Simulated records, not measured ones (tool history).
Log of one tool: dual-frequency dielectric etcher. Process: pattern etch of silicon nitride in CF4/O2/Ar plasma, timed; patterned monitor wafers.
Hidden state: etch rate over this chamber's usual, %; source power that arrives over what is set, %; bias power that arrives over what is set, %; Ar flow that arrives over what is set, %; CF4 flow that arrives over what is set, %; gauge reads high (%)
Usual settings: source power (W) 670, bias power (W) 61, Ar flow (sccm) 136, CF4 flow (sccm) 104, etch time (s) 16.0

| run | hour | source power (W) | bias power (W) | Ar flow (sccm) | CF4 flow (sccm) | etch time (s) | wafers since the last listed run | hours since the last wet clean | hours since the last source power generator calibration | hours since the last bias power generator calibration | hours since the last Ar flow controller change | hours since the last CF4 flow controller change | hours since the last upper electrode change | hours since the gauge calibration | read-back reference wafer on the same gauge, depth_nm | mean etch depth across the wafer (angstrom) |
|---|---|---|---|---|---|---|---|---|---|---|---|---|---|---|---|---|
| 1 | 0.0 | 670 | 61 | 149 | 119 | 16.0 | 0 | 191.3 | 5056.5 | 3082.2 | 1880.2 | 3719.3 | 1303.8 | 1852.3 | 39.66 | 377.6 |
|  | 102.2 | Ar flow controller replaced |
| 2 | 104.0 | 670 | 61 | 136 | 104 | 16.0 | 1151 | 295.3 | 5160.5 | 3186.2 | 1.8 | 3823.3 | 1407.8 | 1956.3 | 39.76 | 366.7 |
|  | 138.5 | source power generator calibrated |
| 3 | 170.7 | 670 | 61 | 136 | 104 | 16.0 | 736 | 362.0 | 32.2 | 3252.9 | 68.5 | 3890.0 | 1474.5 | 2023.0 | 39.65 | 365.7 |
|  | 205.8 | wet clean of the chamber |
| 4 | 206.3 | 670 | 61 | 136 | 104 | 16.0 | 136 | 0.5 | 67.8 | 3288.5 | 104.1 | 3925.6 | 1510.1 | 2058.6 | 39.75 | 381.4 |
| 5 | 270.0 | 670 | 74 | 125 | 114 | 16.0 | 748 | 64.2 | 131.5 | 3352.2 | 167.8 | 3989.3 | 1573.8 | 2122.3 | 39.76 | 424.6 |
|  | 275.9 | gauge calibrated |
| 6 | 325.8 | 670 | 56 | 136 | 104 | 16.0 | 655 | 120.0 | 187.3 | 3408.0 | 223.6 | 4045.1 | 1629.6 | 49.9 | 39.69 | 357.3 |
| 7 | 388.4 | 670 | 69 | 136 | 123 | 17.5 | 735 | 182.6 | 249.9 | 3470.6 | 286.2 | 4107.7 | 1692.2 | 112.5 | 39.62 | 440.3 |
| 8 | 457.8 | 670 | 57 | 117 | 104 | 16.0 | 815 | 252.0 | 319.3 | 3540.0 | 355.6 | 4177.1 | 1761.6 | 181.9 | 39.73 | 362.4 |
| 9 | 487.1 | 670 | 61 | 136 | 104 | 16.0 | 344 | 281.3 | 348.6 | 3569.3 | 384.9 | 4206.4 | 1790.9 | 211.2 | 39.70 | 364.8 |
|  | 523.1 | CF4 flow controller replaced |
| 10 | 542.1 | 670 | 61 | 115 | 104 | 16.0 | 575 | 336.3 | 403.6 | 3624.3 | 439.9 | 19.0 | 1845.9 | 266.2 | 39.81 | 372.0 |
| 11 | 597.8 | 670 | 46 | 136 | 104 | 13.0 | 654 | 392.0 | 459.3 | 3680.0 | 495.6 | 74.7 | 1901.6 | 321.9 | 39.61 | 251.5 |
|  | 646.6 | wet clean of the chamber |
| 12 | 647.1 | 810 | 61 | 136 | 104 | 16.0 | 297 | 0.5 | 508.6 | 3729.3 | 544.9 | 124.0 | 1950.9 | 371.2 | 39.70 | 436.0 |
|  | 688.3 | bias power generator calibrated |
|  | 702.4 | upper electrode replaced, of another model than before |
| 13 | 702.9 | 670 | 61 | 136 | 88 | 11.5 | 443 | 56.3 | 564.4 | 14.6 | 600.7 | 179.8 | 0.5 | 427.0 | 39.69 | 267.1 |
| 14 | 733.3 | 670 | 61 | 154 | 104 | 16.0 | 357 | 86.7 | 594.8 | 45.0 | 631.1 | 210.2 | 30.9 | 457.4 | 39.69 | 372.9 |
| 15 | 798.9 | 670 | 61 | 167 | 81 | 19.5 | 770 | 152.3 | 660.4 | 110.6 | 696.7 | 275.8 | 96.5 | 523.0 | 39.62 | 434.8 |
| 16 | 951.1 | 670 | 61 | 136 | 104 | 16.0 | 1788 | 304.5 | 812.6 | 262.8 | 848.9 | 428.0 | 248.7 | 675.2 | 39.68 | 365.0 |
| 17 | 982.0 | 770 | 61 | 136 | 104 | 16.0 | 363 | 335.4 | 843.5 | 293.7 | 879.8 | 458.9 | 279.6 | 706.1 | 39.67 | 426.9 |
| 18 | 1052.0 | 670 | 67 | 136 | 104 | 14.5 | 822 | 405.4 | 913.5 | 363.7 | 949.8 | 528.9 | 349.6 | 776.1 | 39.65 | 333.6 |
|  | 1086.8 | wet clean of the chamber |
| 19 | 1087.3 | 670 | 67 | 136 | 104 | 14.5 | 132 | 0.5 | 948.8 | 399.0 | 985.1 | 564.2 | 384.9 | 811.4 | 39.70 | 361.7 |
| 20 | 1105.3 | 670 | 53 | 114 | 104 | 14.5 | 211 | 18.5 | 966.8 | 417.0 | 1003.1 | 582.2 | 402.9 | 829.4 | 39.72 | 336.6 |
| 21 | 1140.4 | 670 | 61 | 150 | 88 | 16.0 | 412 | 53.6 | 1001.9 | 452.1 | 1038.2 | 617.3 | 438.0 | 864.5 | 39.81 | 373.1 |
| 22 | 1212.2 | 670 | 72 | 136 | 113 | 16.0 | 843 | 125.4 | 1073.7 | 523.9 | 1110.0 | 689.1 | 509.8 | 936.3 | 39.69 | 401.3 |

Forecast each of these 3 alternatives for the next run:
| A | 1212.6 | 670 | 61 | 136 | 104 | 16.0 | 4 | 125.8 | 1074.1 | 524.3 | 1110.4 | 689.5 | 510.2 | 936.7 | ? | ? |
| B | 1212.6 | 670 | 70 | 136 | 118 | 18.0 | 4 | 125.8 | 1074.1 | 524.3 | 1110.4 | 689.5 | 510.2 | 936.7 | ? | ? |
| C | 1212.6 | 510 | 54 | 126 | 115 | 16.0 | 4 | 125.8 | 1074.1 | 524.3 | 1110.4 | 689.5 | 510.2 | 936.7 | ? | ? |

| run | read-back reference wafer on the same gauge, depth_nm | mean etch depth across the wafer (angstrom) |
|---|---|---|
| A | 39.62 | 376.9 |
| B | 39.62 | 448.4 |
| C | 39.62 | 263.8 |
Without the tool's hidden state the same runs would have given:
| run | mean etch depth across the wafer (angstrom) |
|---|---|
| A | 381.3 |
| B | 453.6 |
| C | 266.9 |

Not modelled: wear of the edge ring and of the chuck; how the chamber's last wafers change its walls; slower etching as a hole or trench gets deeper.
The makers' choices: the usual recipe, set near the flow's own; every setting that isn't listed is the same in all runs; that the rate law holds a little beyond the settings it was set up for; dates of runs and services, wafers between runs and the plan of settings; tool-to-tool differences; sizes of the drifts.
